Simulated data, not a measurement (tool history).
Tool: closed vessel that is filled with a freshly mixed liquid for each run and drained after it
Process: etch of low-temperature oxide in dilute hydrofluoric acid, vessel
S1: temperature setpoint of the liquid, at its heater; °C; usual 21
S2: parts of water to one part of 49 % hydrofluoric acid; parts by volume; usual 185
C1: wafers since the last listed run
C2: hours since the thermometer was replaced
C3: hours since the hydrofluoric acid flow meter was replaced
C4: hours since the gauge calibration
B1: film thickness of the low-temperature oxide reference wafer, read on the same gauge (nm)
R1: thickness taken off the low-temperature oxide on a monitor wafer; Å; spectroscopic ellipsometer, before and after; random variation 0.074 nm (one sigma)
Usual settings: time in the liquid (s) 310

run 1 day=0 | S1=21 S2=160 time_in_the_liquid_(s)=390 | C1=0 C2=2029.2 C3=281.9 C4=597.7 | B1=60.02 | R1=279.7
run 2 day=1.029 | S1=21 S2=185 time_in_the_liquid_(s)=310 | C1=2780 C2=2053.9 C3=306.6 C4=622.4 | B1=59.97 | R1=187
run 3 day=2.092 | S1=21 S2=185 time_in_the_liquid_(s)=310 | C1=2870 C2=2079.4 C3=332.1 C4=647.9 | B1=59.98 | R1=187.4
run 4 day=4.729 | S1=24 S2=185 time_in_the_liquid_(s)=310 | C1=7124 C2=2142.7 C3=395.4 C4=711.2 | B1=60 | R1=208.8
run 5 day=6.862 | S1=24 S2=185 time_in_the_liquid_(s)=310 | C1=5762 C2=2193.9 C3=446.6 C4=762.4 | B1=60 | R1=206.7
run 6 day=8.333 | S1=24 S2=185 time_in_the_liquid_(s)=310 | C1=3973 C2=2229.2 C3=481.9 C4=797.7 | B1=59.99 | R1=207.1
run 7 day=9.367 | S1=21 S2=235 time_in_the_liquid_(s)=310 | C1=2791 C2=2254 C3=506.7 C4=822.5 | B1=60.04 | R1=139
run 8 day=12.246 | S1=21 S2=235 time_in_the_liquid_(s)=310 | C1=7777 C2=2323.1 C3=575.8 C4=891.6 | B1=60.01 | R1=137.3
run 9 day=13.642 | S1=21 S2=185 time_in_the_liquid_(s)=310 | C1=3770 C2=2356.6 C3=609.3 C4=925.1 | B1=59.99 | R1=181.9
run 10 day=14.833 | S1=21 S2=185 time_in_the_liquid_(s)=310 | C1=3219 C2=2385.2 C3=637.9 C4=953.7 | B1=60 | R1=183.8
-- day=15.062 gauge calibrated
run 11 day=17.542 | S1=21 S2=185 time_in_the_liquid_(s)=310 | C1=7316 C2=2450.2 C3=702.9 C4=59.5 | B1=59.99 | R1=181.5
run 12 day=19.162 | S1=21 S2=260 time_in_the_liquid_(s)=480 | C1=4378 C2=2489.1 C3=741.8 C4=98.4 | B1=60.01 | R1=184.7
-- day=20.121 hydrofluoric acid flow meter replaced
run 13 day=20.862 | S1=22.5 S2=220 time_in_the_liquid_(s)=380 | C1=4479 C2=2529.9 C3=17.8 C4=139.2 | B1=60 | R1=202.2
-- day=21.054 thermometer replaced
run 14 day=23.096 | S1=21 S2=260 time_in_the_liquid_(s)=310 | C1=5920 C2=49 C3=71.4 C4=192.8 | B1=60.01 | R1=124.9
run 15 day=24.888 | S1=21 S2=130 time_in_the_liquid_(s)=310 | C1=4839 C2=92 C3=114.4 C4=235.8 | B1=60.01 | R1=286.5
run 16 day=25.929 | S1=21 S2=185 time_in_the_liquid_(s)=310 | C1=2813 C2=117 C3=139.4 C4=260.8 | B1=59.99 | R1=188.9
run 17 day=27.833 | S1=21 S2=185 time_in_the_liquid_(s)=170 | C1=5143 C2=162.7 C3=185.1 C4=306.5 | B1=59.99 | R1=103.6
run 18 day=29.096 | S1=21 S2=185 time_in_the_liquid_(s)=310 | C1=3410 C2=193 C3=215.4 C4=336.8 | B1=59.98 | R1=187.5
run 19 day=31.15 | S1=21 S2=185 time_in_the_liquid_(s)=465 | C1=5549 C2=242.3 C3=264.7 C4=386.1 | B1=60 | R1=281.6
run 20 day=33 | S1=21 S2=185 time_in_the_liquid_(s)=310 | C1=4997 C2=286.7 C3=309.1 C4=430.5 | B1=60.01 | R1=187.3
run 21 day=35.671 | S1=25.5 S2=155 time_in_the_liquid_(s)=425 | C1=7214 C2=350.8 C3=373.2 C4=494.6 | B1=59.99 | R1=371.3
run 22 day=38.075 | S1=21 S2=110 time_in_the_liquid_(s)=310 | C1=6494 C2=408.5 C3=430.9 C4=552.3 | B1=60.02 | R1=336.8
run 23 day=43.329 | S1=18 S2=245 time_in_the_liquid_(s)=175 | C1=14193 C2=534.6 C3=557 C4=678.4 | B1=60.02 | R1=65.9

Hidden state at the last listed run before each entry between runs and at the first one after, where it differs:
Between runs 10 and 11: gauge calibrated (day 15.062)
  hydrofluoric acid flow below the setpoint (%): 4.29 -> 4.71
  measured less the result without the state, R1: -9.8 -> -10.7 Å
Between runs 12 and 13: hydrofluoric acid flow meter replaced (day 20.121)
  hydrofluoric acid flow below the setpoint (%): 4.97 -> 0.493
  measured less the result without the state, R1: -12.2 -> -1.3 Å
Between runs 13 and 14: thermometer replaced (day 21.054)
  hydrofluoric acid flow below the setpoint (%): 0.493 -> 0.839
  measured less the result without the state, R1: -1.3 -> -1.3 Å

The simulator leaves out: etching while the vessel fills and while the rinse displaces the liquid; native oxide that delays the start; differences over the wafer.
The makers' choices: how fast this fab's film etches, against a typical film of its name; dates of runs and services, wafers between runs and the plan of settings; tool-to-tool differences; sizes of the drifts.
